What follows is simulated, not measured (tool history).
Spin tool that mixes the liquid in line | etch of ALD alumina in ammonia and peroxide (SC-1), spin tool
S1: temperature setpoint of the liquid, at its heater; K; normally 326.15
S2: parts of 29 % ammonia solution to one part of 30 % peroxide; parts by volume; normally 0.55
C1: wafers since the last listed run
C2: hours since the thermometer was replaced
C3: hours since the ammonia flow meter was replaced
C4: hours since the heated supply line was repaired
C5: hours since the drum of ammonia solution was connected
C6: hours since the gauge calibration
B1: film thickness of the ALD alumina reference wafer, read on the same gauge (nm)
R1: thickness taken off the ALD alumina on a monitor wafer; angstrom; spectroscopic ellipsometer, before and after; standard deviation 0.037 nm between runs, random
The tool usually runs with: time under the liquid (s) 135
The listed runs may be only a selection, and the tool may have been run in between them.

run 1 hour=0.0 | S1=326.15 S2=0.55 time_under_the_liquid_(s)=135 | C1=0 C2=1550.9 C3=1158.7 C4=2948.7 C5=624.4 C6=210.6 | B1=110.00 | R1=60.5
run 2 hour=10.1 | S1=326.15 S2=0.55 time_under_the_liquid_(s)=135 | C1=81 C2=1561.0 C3=1168.8 C4=2958.8 C5=634.5 C6=220.7 | B1=110.01 | R1=59.4
run 3 hour=22.3 | S1=322.15 S2=0.55 time_under_the_liquid_(s)=135 | C1=98 C2=1573.2 C3=1181.0 C4=2971.0 C5=646.7 C6=232.9 | B1=110.00 | R1=48.1
run 4 hour=38.5 | S1=326.15 S2=0.55 time_under_the_liquid_(s)=135 | C1=130 C2=1589.4 C3=1197.2 C4=2987.2 C5=662.9 C6=249.1 | B1=110.02 | R1=59.7
run 5 hour=55.8 | S1=326.15 S2=0.55 time_under_the_liquid_(s)=135 | C1=139 C2=1606.7 C3=1214.5 C4=3004.5 C5=680.2 C6=266.4 | B1=110.05 | R1=59.9
run 6 hour=72.4 | S1=326.15 S2=0.55 time_under_the_liquid_(s)=135 | C1=133 C2=1623.3 C3=1231.1 C4=3021.1 C5=696.8 C6=283.0 | B1=109.99 | R1=59.2
run 7 hour=90.0 | S1=326.15 S2=0.55 time_under_the_liquid_(s)=135 | C1=142 C2=1640.9 C3=1248.7 C4=3038.7 C5=714.4 C6=300.6 | B1=110.02 | R1=59.6
run 8 hour=97.4 | S1=326.15 S2=0.55 time_under_the_liquid_(s)=135 | C1=59 C2=1648.3 C3=1256.1 C4=3046.1 C5=721.8 C6=308.0 | B1=110.02 | R1=59.3
-- hour=122.8 gauge calibrated
run 9 hour=128.8 | S1=326.15 S2=0.55 time_under_the_liquid_(s)=135 | C1=253 C2=1679.7 C3=1287.5 C4=3077.5 C5=753.2 C6=6.0 | B1=110.00 | R1=59.5
run 10 hour=143.3 | S1=326.15 S2=0.55 time_under_the_liquid_(s)=135 | C1=117 C2=1694.2 C3=1302.0 C4=3092.0 C5=767.7 C6=20.5 | B1=110.00 | R1=59.4
run 11 hour=151.0 | S1=326.15 S2=0.55 time_under_the_liquid_(s)=135 | C1=62 C2=1701.9 C3=1309.7 C4=3099.7 C5=775.4 C6=28.2 | B1=109.97 | R1=59.1
-- hour=154.6 ammonia flow meter replaced
-- hour=159.2 thermometer replaced
-- hour=163.5 new drum of ammonia solution connected
run 12 hour=168.4 | S1=324.15 S2=0.55 time_under_the_liquid_(s)=135 | C1=116 C2=9.2 C3=13.8 C4=3117.1 C5=4.9 C6=45.6 | B1=110.00 | R1=61.4
run 13 hour=180.0 | S1=334.15 S2=0.55 time_under_the_liquid_(s)=135 | C1=93 C2=20.8 C3=25.4 C4=3128.7 C5=16.5 C6=57.2 | B1=110.02 | R1=103.5
run 14 hour=195.8 | S1=326.15 S2=0.35 time_under_the_liquid_(s)=165 | C1=127 C2=36.6 C3=41.2 C4=3144.5 C5=32.3 C6=73.0 | B1=110.00 | R1=80.0
-- hour=205.9 heated supply line repaired
run 15 hour=212.1 | S1=326.15 S2=0.55 time_under_the_liquid_(s)=210 | C1=123 C2=52.9 C3=57.5 C4=6.2 C5=48.6 C6=89.3 | B1=110.06 | R1=105.8
run 16 hour=229.8 | S1=317.65 S2=0.40 time_under_the_liquid_(s)=70 | C1=142 C2=70.6 C3=75.2 C4=23.9 C5=66.3 C6=107.0 | B1=110.05 | R1=21.3
run 17 hour=237.0 | S1=326.15 S2=0.30 time_under_the_liquid_(s)=135 | C1=58 C2=77.8 C3=82.4 C4=31.1 C5=73.5 C6=114.2 | B1=109.99 | R1=64.4
run 18 hour=252.9 | S1=326.15 S2=0.75 time_under_the_liquid_(s)=135 | C1=128 C2=93.7 C3=98.3 C4=47.0 C5=89.4 C6=130.1 | B1=110.00 | R1=70.1
run 19 hour=263.1 | S1=323.65 S2=0.25 time_under_the_liquid_(s)=75 | C1=82 C2=103.9 C3=108.5 C4=57.2 C5=99.6 C6=140.3 | B1=110.00 | R1=30.2
run 20 hour=279.2 | S1=326.15 S2=0.55 time_under_the_liquid_(s)=135 | C1=129 C2=120.0 C3=124.6 C4=73.3 C5=115.7 C6=156.4 | B1=109.99 | R1=67.0
run 21 hour=289.5 | S1=326.15 S2=0.55 time_under_the_liquid_(s)=135 | C1=83 C2=130.3 C3=134.9 C4=83.6 C5=126.0 C6=166.7 | B1=109.99 | R1=67.8
run 22 hour=304.4 | S1=326.15 S2=0.55 time_under_the_liquid_(s)=135 | C1=120 C2=145.2 C3=149.8 C4=98.5 C5=140.9 C6=181.6 | B1=109.98 | R1=67.7
run 23 hour=312.9 | S1=335.65 S2=0.65 time_under_the_liquid_(s)=75 | C1=68 C2=153.7 C3=158.3 C4=107.0 C5=149.4 C6=190.1 | B1=110.03 | R1=62.1
run 24 hour=330.0 | S1=326.15 S2=0.35 time_under_the_liquid_(s)=135 | C1=137 C2=170.8 C3=175.4 C4=124.1 C5=166.5 C6=207.2 | B1=110.01 | R1=64.6

4 options for the next run, each taken on its own from the tool as it stands now. Forecast them:
run A hour=330.5 | S1=326.15 S2=0.55 time_under_the_liquid_(s)=135 | C1=4 C2=171.3 C3=175.9 C4=124.6 C5=167.0 C6=207.7 | B1=? | R1=?
run B hour=330.5 | S1=326.15 S2=0.25 time_under_the_liquid_(s)=75 | C1=4 C2=171.3 C3=175.9 C4=124.6 C5=167.0 C6=207.7 | B1=? | R1=?
run C hour=330.5 | S1=321.65 S2=0.55 time_under_the_liquid_(s)=155 | C1=4 C2=171.3 C3=175.9 C4=124.6 C5=167.0 C6=207.7 | B1=? | R1=?
run D hour=330.5 | S1=326.15 S2=0.70 time_under_the_liquid_(s)=210 | C1=4 C2=171.3 C3=175.9 C4=124.6 C5=167.0 C6=207.7 | B1=? | R1=?

run=A B1=110.00 R1=67.1
run=B B1=110.00 R1=34.6
run=C B1=110.00 R1=60.2
run=D B1=110.00 R1=106.8
What these runs would have given with no unlogged condition in the tool:
run=A R1=68.4
run=B R1=35.3
run=C R1=61.4
run=D R1=108.9
